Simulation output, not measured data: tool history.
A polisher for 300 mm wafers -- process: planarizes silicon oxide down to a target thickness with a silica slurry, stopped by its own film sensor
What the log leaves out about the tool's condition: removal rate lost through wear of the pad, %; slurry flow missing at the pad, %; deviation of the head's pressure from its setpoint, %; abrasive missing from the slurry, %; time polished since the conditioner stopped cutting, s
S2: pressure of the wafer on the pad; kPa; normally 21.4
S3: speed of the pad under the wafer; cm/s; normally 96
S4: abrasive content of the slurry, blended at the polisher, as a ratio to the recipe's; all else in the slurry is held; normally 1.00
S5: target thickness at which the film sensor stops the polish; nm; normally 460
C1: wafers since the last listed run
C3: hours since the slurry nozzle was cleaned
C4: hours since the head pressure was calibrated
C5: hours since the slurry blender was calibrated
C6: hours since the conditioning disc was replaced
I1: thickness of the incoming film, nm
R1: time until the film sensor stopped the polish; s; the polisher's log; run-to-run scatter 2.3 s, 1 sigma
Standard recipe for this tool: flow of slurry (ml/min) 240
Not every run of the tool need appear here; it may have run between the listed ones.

{"run": 1, "hour": 0.0, "flow of slurry (ml/min)": 240, "S2": 21.4, "S3": 82, "S4": 1.0, "S5": 460, "C1": 0, "wafers polished on this pad": 1713, "C3": 28.3, "C4": 86.6, "C5": 164.5, "C6": 15.9, "I1": 753.6, "R1": 190.2}
{"hour": 9.8, "done": "worn pad replaced by a new one"}
{"run": 2, "hour": 36.7, "flow of slurry (ml/min)": 240, "S2": 21.4, "S3": 96, "S4": 1.0, "S5": 460, "C1": 166, "wafers polished on this pad": 137, "C3": 65.0, "C4": 123.3, "C5": 201.2, "C6": 52.6, "I1": 733.4, "R1": 163.6}
{"run": 3, "hour": 68.2, "flow of slurry (ml/min)": 240, "S2": 21.4, "S3": 96, "S4": 1.0, "S5": 489, "C1": 160, "wafers polished on this pad": 297, "C3": 96.5, "C4": 154.8, "C5": 232.7, "C6": 84.1, "I1": 732.4, "R1": 147.0}
{"run": 4, "hour": 130.5, "flow of slurry (ml/min)": 240, "S2": 21.4, "S3": 96, "S4": 1.0, "S5": 489, "C1": 317, "wafers polished on this pad": 615, "C3": 158.8, "C4": 217.1, "C5": 295.0, "C6": 146.4, "I1": 734.1, "R1": 145.5}
{"run": 5, "hour": 163.7, "flow of slurry (ml/min)": 240, "S2": 21.4, "S3": 96, "S4": 1.0, "S5": 489, "C1": 169, "wafers polished on this pad": 785, "C3": 192.0, "C4": 250.3, "C5": 328.2, "C6": 179.6, "I1": 734.2, "R1": 148.9}
{"hour": 171.8, "done": "slurry blender recalibrated"}
{"run": 6, "hour": 222.2, "flow of slurry (ml/min)": 240, "S2": 21.4, "S3": 96, "S4": 1.0, "S5": 460, "C1": 288, "wafers polished on this pad": 1073, "C3": 250.5, "C4": 308.8, "C5": 50.4, "C6": 238.1, "I1": 751.0, "R1": 179.3}
{"run": 7, "hour": 284.5, "flow of slurry (ml/min)": 240, "S2": 21.4, "S3": 96, "S4": 1.0, "S5": 460, "C1": 317, "wafers polished on this pad": 1391, "C3": 312.8, "C4": 371.1, "C5": 112.7, "C6": 300.4, "I1": 748.4, "R1": 175.9}
{"run": 8, "hour": 328.9, "flow of slurry (ml/min)": 240, "S2": 21.4, "S3": 96, "S4": 1.0, "S5": 460, "C1": 226, "wafers polished on this pad": 1618, "C3": 357.2, "C4": 415.5, "C5": 157.1, "C6": 344.8, "I1": 745.1, "R1": 175.4}
{"hour": 343.2, "done": "slurry nozzle cleaned"}
{"run": 9, "hour": 384.1, "flow of slurry (ml/min)": 240, "S2": 21.4, "S3": 96, "S4": 1.0, "S5": 406, "C1": 276, "wafers polished on this pad": 1895, "C3": 40.9, "C4": 470.7, "C5": 212.3, "C6": 400.0, "I1": 744.4, "R1": 212.3}
{"hour": 405.4, "done": "worn pad replaced by a new one"}
{"hour": 406.6, "done": "conditioning disc replaced and pad reconditioned"}
{"run": 10, "hour": 448.9, "flow of slurry (ml/min)": 240, "S2": 24.1, "S3": 116, "S4": 0.8, "S5": 378, "C1": 304, "wafers polished on this pad": 216, "C3": 105.7, "C4": 535.5, "C5": 277.1, "C6": 42.3, "I1": 743.9, "R1": 206.8}
{"run": 11, "hour": 509.7, "flow of slurry (ml/min)": 240, "S2": 24.8, "S3": 120, "S4": 1.0, "S5": 460, "C1": 310, "wafers polished on this pad": 526, "C3": 166.5, "C4": 596.3, "C5": 337.9, "C6": 103.1, "I1": 748.8, "R1": 141.0}
{"run": 12, "hour": 558.6, "flow of slurry (ml/min)": 240, "S2": 21.4, "S3": 126, "S4": 1.1, "S5": 460, "C1": 249, "wafers polished on this pad": 776, "C3": 215.4, "C4": 645.2, "C5": 386.8, "C6": 152.0, "I1": 732.9, "R1": 147.1}
{"hour": 573.9, "done": "slurry blender recalibrated"}
{"run": 13, "hour": 621.2, "flow of slurry (ml/min)": 240, "S2": 21.4, "S3": 96, "S4": 1.0, "S5": 460, "C1": 309, "wafers polished on this pad": 1085, "C3": 278.0, "C4": 707.8, "C5": 47.3, "C6": 214.6, "I1": 730.5, "R1": 173.0}
{"run": 14, "hour": 670.2, "flow of slurry (ml/min)": 280, "S2": 15.2, "S3": 96, "S4": 1.15, "S5": 554, "C1": 250, "wafers polished on this pad": 1335, "C3": 327.0, "C4": 756.8, "C5": 96.3, "C6": 263.6, "I1": 737.3, "R1": 155.0}
{"hour": 690.5, "done": "slurry nozzle cleaned"}
{"run": 15, "hour": 715.3, "flow of slurry (ml/min)": 240, "S2": 21.4, "S3": 126, "S4": 1.0, "S5": 366, "C1": 225, "wafers polished on this pad": 1560, "C3": 24.8, "C4": 801.9, "C5": 141.4, "C6": 308.7, "I1": 732.5, "R1": 207.5}
{"hour": 750.5, "done": "worn pad replaced by a new one"}
{"run": 16, "hour": 768.8, "flow of slurry (ml/min)": 185, "S2": 21.4, "S3": 82, "S4": 1.25, "S5": 460, "C1": 252, "wafers polished on this pad": 93, "C3": 78.3, "C4": 855.4, "C5": 194.9, "C6": 362.2, "I1": 734.3, "R1": 182.6}
{"run": 17, "hour": 812.3, "flow of slurry (ml/min)": 240, "S2": 21.4, "S3": 118, "S4": 1.0, "S5": 460, "C1": 222, "wafers polished on this pad": 315, "C3": 121.8, "C4": 898.9, "C5": 238.4, "C6": 405.7, "I1": 737.8, "R1": 163.9}
{"run": 18, "hour": 839.9, "flow of slurry (ml/min)": 190, "S2": 21.4, "S3": 74, "S4": 1.0, "S5": 460, "C1": 140, "wafers polished on this pad": 456, "C3": 149.4, "C4": 926.5, "C5": 266.0, "C6": 433.3, "I1": 749.6, "R1": 215.8}
{"hour": 843.7, "done": "conditioning disc replaced and pad reconditioned"}
{"run": 19, "hour": 889.5, "flow of slurry (ml/min)": 175, "S2": 27.6, "S3": 96, "S4": 1.0, "S5": 460, "C1": 242, "wafers polished on this pad": 699, "C3": 199.0, "C4": 976.1, "C5": 315.6, "C6": 45.8, "I1": 745.0, "R1": 151.3}
{"hour": 908.7, "done": "slurry blender recalibrated"}
{"run": 20, "hour": 959.1, "flow of slurry (ml/min)": 185, "S2": 21.4, "S3": 128, "S4": 0.75, "S5": 537, "C1": 345, "wafers polished on this pad": 1044, "C3": 268.6, "C4": 1045.7, "C5": 50.4, "C6": 115.4, "I1": 749.3, "R1": 141.3}
{"hour": 1010.9, "done": "slurry nozzle cleaned"}
{"run": 21, "hour": 1025.2, "flow of slurry (ml/min)": 240, "S2": 21.4, "S3": 120, "S4": 0.85, "S5": 460, "C1": 332, "wafers polished on this pad": 1376, "C3": 14.3, "C4": 1111.8, "C5": 116.5, "C6": 181.5, "I1": 748.3, "R1": 182.2}
{"run": 22, "hour": 1051.3, "flow of slurry (ml/min)": 240, "S2": 21.4, "S3": 96, "S4": 1.0, "S5": 460, "C1": 133, "wafers polished on this pad": 1509, "C3": 40.4, "C4": 1137.9, "C5": 142.6, "C6": 207.6, "I1": 733.6, "R1": 182.5}
{"run": 23, "hour": 1080.3, "flow of slurry (ml/min)": 240, "S2": 21.4, "S3": 96, "S4": 1.0, "S5": 460, "C1": 148, "wafers polished on this pad": 1658, "C3": 69.4, "C4": 1166.9, "C5": 171.6, "C6": 236.6, "I1": 742.4, "R1": 181.6}
{"run": 24, "hour": 1118.0, "flow of slurry (ml/min)": 240, "S2": 21.4, "S3": 96, "S4": 1.0, "S5": 460, "C1": 192, "wafers polished on this pad": 1850, "C3": 107.1, "C4": 1204.6, "C5": 209.3, "C6": 274.3, "I1": 736.9, "R1": 183.9}
{"hour": 1129.5, "done": "worn pad replaced by a new one"}
{"run": 25, "hour": 1161.5, "flow of slurry (ml/min)": 200, "S2": 14.5, "S3": 108, "S4": 1.15, "S5": 460, "C1": 201, "wafers polished on this pad": 163, "C3": 150.6, "C4": 1248.1, "C5": 252.8, "C6": 317.8, "I1": 742.0, "R1": 247.7}

Below are 4 alternative next runs, each starting from the tool's condition after run 25. Predict each:
{"run": "A", "hour": 1162.0, "flow of slurry (ml/min)": 285, "S2": 21.4, "S3": 96, "S4": 1.0, "S5": 460, "C1": 2, "wafers polished on this pad": 165, "C3": 151.1, "C4": 1248.6, "C5": 253.3, "C6": 318.3, "I1": 735.3, "R1": "?"}
{"run": "B", "hour": 1162.0, "flow of slurry (ml/min)": 200, "S2": 21.4, "S3": 82, "S4": 1.2, "S5": 539, "C1": 2, "wafers polished on this pad": 165, "C3": 151.1, "C4": 1248.6, "C5": 253.3, "C6": 318.3, "I1": 735.3, "R1": "?"}
{"run": "C", "hour": 1162.0, "flow of slurry (ml/min)": 210, "S2": 27.6, "S3": 96, "S4": 0.9, "S5": 460, "C1": 2, "wafers polished on this pad": 165, "C3": 151.1, "C4": 1248.6, "C5": 253.3, "C6": 318.3, "I1": 735.3, "R1": "?"}
{"run": "D", "hour": 1162.0, "flow of slurry (ml/min)": 240, "S2": 15.9, "S3": 116, "S4": 1.3, "S5": 493, "C1": 2, "wafers polished on this pad": 165, "C3": 151.1, "C4": 1248.6, "C5": 253.3, "C6": 318.3, "I1": 735.3, "R1": "?"}

run=A R1=178.3
run=B R1=133.0
run=C R1=149.7
run=D R1=177.2
The same runs, with their run-to-run variation unchanged, on a tool lacking any hidden condition would have given:
run=A R1=155.2
run=B R1=115.8
run=C R1=130.3
run=D R1=154.3
